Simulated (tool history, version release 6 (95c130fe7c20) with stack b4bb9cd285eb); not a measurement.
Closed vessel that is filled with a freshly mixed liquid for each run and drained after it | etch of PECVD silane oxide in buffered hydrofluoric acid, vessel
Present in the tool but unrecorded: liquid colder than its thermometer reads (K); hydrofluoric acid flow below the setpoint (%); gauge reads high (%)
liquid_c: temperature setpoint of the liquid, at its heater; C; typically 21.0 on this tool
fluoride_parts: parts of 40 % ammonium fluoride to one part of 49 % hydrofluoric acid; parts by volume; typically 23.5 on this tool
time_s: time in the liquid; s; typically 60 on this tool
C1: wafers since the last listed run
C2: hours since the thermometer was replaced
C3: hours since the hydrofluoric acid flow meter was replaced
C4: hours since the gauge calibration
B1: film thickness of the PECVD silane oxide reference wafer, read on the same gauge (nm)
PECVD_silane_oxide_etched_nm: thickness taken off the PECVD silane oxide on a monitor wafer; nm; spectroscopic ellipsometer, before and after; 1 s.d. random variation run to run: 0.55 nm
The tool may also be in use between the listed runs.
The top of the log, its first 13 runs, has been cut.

Run 14, hour 715.1: usual settings; C1 5841; C2 693.8; C3 163.7; C4 92.7; B1 79.96. Result: PECVD_silane_oxide_etched_nm 56.86 nm.
Run 15, hour 765.7: usual settings but liquid_c 25.0 C, time_s 85 s; C1 5629; C2 744.4; C3 214.3; C4 143.3; B1 80.00. Result: PECVD_silane_oxide_etched_nm 101.97 nm.
Run 16, hour 825.9: usual settings but liquid_c 25.0 C, time_s 85 s; C1 6697; C2 804.6; C3 274.5; C4 203.5; B1 80.01. Result: PECVD_silane_oxide_etched_nm 101.43 nm.
Run 17, hour 969.8: usual settings but liquid_c 17.0 C, fluoride_parts 17.5 parts by volume, time_s 40 s; C1 16010; C2 948.5; C3 418.4; C4 347.4; B1 80.01. Result: PECVD_silane_oxide_etched_nm 39.18 nm.
At hour 982.3: thermometer replaced.
Run 18, hour 1024.5: usual settings but liquid_c 25.5 C, fluoride_parts 14.5 parts by volume, time_s 50 s; C1 5974; C2 42.2; C3 473.1; C4 402.1; B1 80.04. Result: PECVD_silane_oxide_etched_nm 93.95 nm.
Run 19, hour 1057.8: usual settings; C1 3704; C2 75.5; C3 506.4; C4 435.4; B1 79.97. Result: PECVD_silane_oxide_etched_nm 57.00 nm.
At hour 1125.0: hydrofluoric acid flow meter replaced.
Run 20, hour 1125.5: usual settings but liquid_c 19.0 C, fluoride_parts 30.0 parts by volume, time_s 30 s; C1 7420; C2 143.2; C3 0.5; C4 503.1; B1 79.98. Result: PECVD_silane_oxide_etched_nm 21.61 nm.
Run 21, hour 1161.0: usual settings but liquid_c 17.5 C; C1 3949; C2 178.7; C3 36.0; C4 538.6; B1 80.01. Result: PECVD_silane_oxide_etched_nm 47.45 nm.
Run 22, hour 1217.0: usual settings but liquid_c 19.0 C, fluoride_parts 30.0 parts by volume, time_s 30 s; C1 6230; C2 234.7; C3 92.0; C4 594.6; B1 79.99. Result: PECVD_silane_oxide_etched_nm 21.63 nm.
Run 23, hour 1286.6: usual settings but liquid_c 19.5 C, fluoride_parts 26.5 parts by volume, time_s 80 s; C1 7743; C2 304.3; C3 161.6; C4 664.2; B1 80.02. Result: PECVD_silane_oxide_etched_nm 64.58 nm.
Run 24, hour 1344.2: usual settings but liquid_c 23.5 C, fluoride_parts 16.0 parts by volume, time_s 70 s; C1 6408; C2 361.9; C3 219.2; C4 721.8; B1 80.01. Result: PECVD_silane_oxide_etched_nm 107.73 nm.
Run 25, hour 1394.4: usual settings but liquid_c 25.0 C, time_s 50 s; C1 5585; C2 412.1; C3 269.4; C4 772.0; B1 80.01. Result: PECVD_silane_oxide_etched_nm 60.03 nm.
Run 26, hour 1419.4: usual settings but liquid_c 17.0 C, fluoride_parts 18.5 parts by volume, time_s 35 s; C1 2781; C2 437.1; C3 294.4; C4 797.0; B1 79.98. Result: PECVD_silane_oxide_etched_nm 32.31 nm.
Run 27, hour 1463.3: usual settings but liquid_c 17.0 C, fluoride_parts 17.0 parts by volume, time_s 45 s; C1 4884; C2 481.0; C3 338.3; C4 840.9; B1 80.02. Result: PECVD_silane_oxide_etched_nm 44.65 nm.
Run 28, hour 1521.3: usual settings but liquid_c 23.0 C, fluoride_parts 27.5 parts by volume, time_s 40 s; C1 6452; C2 539.0; C3 396.3; C4 898.9; B1 79.97. Result: PECVD_silane_oxide_etched_nm 38.49 nm.
At hour 1550.5: gauge calibrated.
Run 29, hour 1568.2: usual settings but liquid_c 17.0 C, fluoride_parts 26.5 parts by volume, time_s 35 s; C1 5217; C2 585.9; C3 443.2; C4 17.7; B1 80.01. Result: PECVD_silane_oxide_etched_nm 24.88 nm.
Run 30, hour 1596.6: usual settings; C1 3159; C2 614.3; C3 471.6; C4 46.1; B1 80.00. Result: PECVD_silane_oxide_etched_nm 56.76 nm.
Run 31, hour 1655.5: usual settings but liquid_c 22.5 C, fluoride_parts 20.0 parts by volume, time_s 35 s; C1 6553; C2 673.2; C3 530.5; C4 105.0; B1 79.98. Result: PECVD_silane_oxide_etched_nm 41.38 nm.
Run 32, hour 1695.3: usual settings but time_s 45 s; C1 4428; C2 713.0; C3 570.3; C4 144.8; B1 80.03. Result: PECVD_silane_oxide_etched_nm 43.55 nm.

Below are 4 alternative next runs, each starting from the tool's condition after run 32. Predict each:
Run A, hour 1696.0: usual settings but fluoride_parts 30.0 parts by volume; C1 77; C2 713.7; C3 571.0; C4 145.5; B1 ?. Result: PECVD_silane_oxide_etched_nm ?.
Run B, hour 1696.0: usual settings but liquid_c 26.0 C; C1 77; C2 713.7; C3 571.0; C4 145.5; B1 ?. Result: PECVD_silane_oxide_etched_nm ?.
Run C, hour 1696.0: usual settings but liquid_c 17.0 C; C1 77; C2 713.7; C3 571.0; C4 145.5; B1 ?. Result: PECVD_silane_oxide_etched_nm ?.
Run D, hour 1696.0: usual settings but liquid_c 24.5 C, fluoride_parts 29.5 parts by volume, time_s 95 s; C1 77; C2 713.7; C3 571.0; C4 145.5; B1 ?. Result: PECVD_silane_oxide_etched_nm ?.

run     B1  PECVD_silane_oxide_etched_nm
  A  80.01                         47.76
  B  80.01                         74.44
  C  80.01                         45.08
  D  80.01                         92.89
Take away the tool's hidden state, keep each run's random variation, and the runs would have read:
run  PECVD_silane_oxide_etched_nm
  A                         47.76
  B                         74.44
  C                         45.08
  D                         92.89

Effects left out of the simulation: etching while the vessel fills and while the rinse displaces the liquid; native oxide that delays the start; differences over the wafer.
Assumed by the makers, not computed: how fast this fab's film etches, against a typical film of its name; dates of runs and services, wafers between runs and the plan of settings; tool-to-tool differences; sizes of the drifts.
